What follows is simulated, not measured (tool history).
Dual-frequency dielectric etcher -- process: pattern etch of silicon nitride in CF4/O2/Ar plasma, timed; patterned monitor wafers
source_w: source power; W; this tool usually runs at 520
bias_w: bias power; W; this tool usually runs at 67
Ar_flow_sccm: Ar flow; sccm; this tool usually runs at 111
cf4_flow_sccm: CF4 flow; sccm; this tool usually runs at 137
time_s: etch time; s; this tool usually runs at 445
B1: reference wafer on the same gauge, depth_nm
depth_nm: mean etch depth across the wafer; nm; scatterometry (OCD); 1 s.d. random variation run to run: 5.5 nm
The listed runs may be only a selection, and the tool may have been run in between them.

Run 1, hour 0: usual settings; B1 910.5. Result: depth_nm 1075.4 nm.
At hour 114.1: wet clean of the chamber.
Run 2, hour 167: usual settings; B1 909.9. Result: depth_nm 1075.9 nm.
Run 3, hour 216.3: usual settings but cf4_flow_sccm 130 sccm; B1 910.1. Result: depth_nm 1056.6 nm.
Run 4, hour 284.9: usual settings but cf4_flow_sccm 130 sccm; B1 910.9. Result: depth_nm 1045.7 nm.
Run 5, hour 344.7: usual settings but cf4_flow_sccm 130 sccm; B1 909.2. Result: depth_nm 1051.4 nm.
At hour 414.1: source power generator calibrated.
Run 6, hour 416.4: usual settings; B1 909. Result: depth_nm 1116.7 nm.
At hour 505.7: wet clean of the chamber.
Run 7, hour 506.2: usual settings; B1 909.2. Result: depth_nm 1117 nm.
At hour 553.5: upper electrode replaced.
Run 8, hour 554: usual settings; B1 908.5. Result: depth_nm 1117.6 nm.
At hour 565.5: Ar flow controller replaced.
Run 9, hour 585.8: usual settings but source_w 450 W; B1 910.1. Result: depth_nm 956.9 nm.
Run 10, hour 644.6: usual settings; B1 910.1. Result: depth_nm 1114.7 nm.

What does the tool deliver on the next run?
At hour 689.8: bias power generator calibrated.
Run 11, hour 705: usual settings; B1 ?. Result: depth_nm ?.

{"run 11": {"B1": 910.4, "depth_nm": 1110.1}}
The same run, on a tool lacking any hidden state, would have yielded depth_nm 1113.8 nm.
